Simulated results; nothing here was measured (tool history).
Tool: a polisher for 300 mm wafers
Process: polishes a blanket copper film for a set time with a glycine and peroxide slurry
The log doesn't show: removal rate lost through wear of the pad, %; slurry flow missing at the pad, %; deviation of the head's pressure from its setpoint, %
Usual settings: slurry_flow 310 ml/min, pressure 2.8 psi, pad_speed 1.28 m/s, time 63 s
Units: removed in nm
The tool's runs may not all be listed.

run,hour,slurry_flow,pressure,pad_speed,time,wafers since the last listed run,wafers polished on this pad,hours since the slurry nozzle was cleaned,hours since the head pressure was calibrated,"incoming thickness of the incoming film, nm",removed
1,0,310,2.1,1.28,63,0,3483,164.6,477.7,1535.6,304.3
# hour 22.8: head pressure recalibrated
2,63.9,310,2.1,1.28,63,709,4192,228.5,41.1,1505.8,302.9
3,106.5,310,2.8,1.28,76,488,4681,271.1,83.7,1514.3,461.1
# hour 228.8: worn pad replaced by a new one
4,229.3,310,2.8,1.28,63,1361,5,393.9,206.5,1552.7,410.7
5,262.6,310,2.8,1.28,63,381,387,427.2,239.8,1530.2,404.4
6,314.7,310,2.8,1.28,63,597,984,479.3,291.9,1532.6,394.2
7,489.4,310,2.8,1.28,63,2002,2987,654,466.6,1536.4,379.6
8,521.1,310,2.8,0.98,63,363,3350,685.7,498.3,1525.3,301.7
# hour 526.6: head pressure recalibrated
9,553.1,310,2.8,0.98,63,343,3694,717.7,26.5,1549,298.7
10,578.5,310,2.8,1.28,63,291,3985,743.1,51.9,1517.6,369.5
# hour 603.1: slurry nozzle cleaned
11,643.1,310,2.8,1.28,63,729,4714,40,116.5,1541.8,386.3
12,703.5,310,3.6,1.28,42,692,5407,100.4,176.9,1508,318.1
13,739.8,310,2.8,1.28,63,416,5823,136.7,213.2,1504.8,380.5
14,777.1,370,2.8,1.1,63,427,6251,174,250.5,1528.6,340.7
# hour 796.6: worn pad replaced by a new one
15,909.3,310,2.8,1.28,63,1469,1292,306.2,382.7,1522,390.3
16,975.3,310,2.8,1.58,79,756,2048,372.2,448.7,1531.9,582.8
17,1021.5,310,2.8,1.28,63,529,2578,418.4,494.9,1529.9,391.8
18,1089.6,205,2.8,1.28,63,780,3359,486.5,563,1550.2,362.9
19,1138.5,310,3.6,1.28,63,560,3919,535.4,611.9,1538.8,469.8
# hour 1141.2: head pressure recalibrated
20,1202.3,250,2.8,1.04,77,708,4628,599.2,61.1,1528.6,374.6
21,1260.5,200,2.1,1.54,63,667,5295,657.4,119.3,1563.4,325.3
22,1328,310,2.8,1.62,63,773,6069,724.9,186.8,1540,454.3
# hour 1366.4: slurry nozzle cleaned
# hour 1397.9: worn pad replaced by a new one
23,1398.4,205,1.9,1.12,52,749,5,32,257.2,1530.8,214.2
24,1427.6,310,2.8,1.28,63,334,340,61.2,286.4,1509.4,400.6
25,1462,240,2.8,1.28,56,394,734,95.6,320.8,1537.1,349.9
26,1511.4,310,2.8,1.28,63,566,1300,145,370.2,1510.5,398.3
27,1543.1,310,2.8,1.62,63,363,1664,176.7,401.9,1540.3,489.7
28,1592.5,310,3.3,1.08,57,566,2230,226.1,451.3,1522.1,351.5
29,1651,310,2.8,1.28,46,670,2901,284.6,509.8,1503.2,282.3
30,1697.6,310,3.4,1.14,63,534,3435,331.2,556.4,1533,409
31,1729.6,310,2.8,1.28,63,366,3802,363.2,588.4,1507.7,384.6
# hour 1763.9: head pressure recalibrated
32,1794.3,400,2.8,0.88,63,718,4521,427.9,30.4,1531.4,286.7
33,1834.9,205,2.8,1.28,63,465,4986,468.5,71,1533.8,362.4
# hour 1920.8: worn pad replaced by a new one
34,1921.3,235,2.8,1.68,63,944,5,554.9,157.4,1525.6,491.3
35,1943.9,380,2.8,1.28,63,259,264,577.5,180,1523.4,403.7
36,1977.8,310,2.8,1.28,82,388,652,611.4,213.9,1546.8,508.2

The same runs without the tool's hidden state, with the same run-to-run variation:
run,removed
1,328.5
2,328.9
3,502.3
4,417.3
5,416.8
6,413.9
7,417.6
8,334.4
9,333.6
10,415.4
11,414.3
12,342.1
13,409.7
14,367.2
15,410.5
16,622.2
17,422
18,398
19,515.4
20,417.2
21,369
22,514.2
23,215.8
24,408
25,360.4
26,415.5
27,514.4
28,372.6
29,301.8
30,439.9
31,415.2
32,310.9
33,397.9
34,509
35,418.8
36,536.9
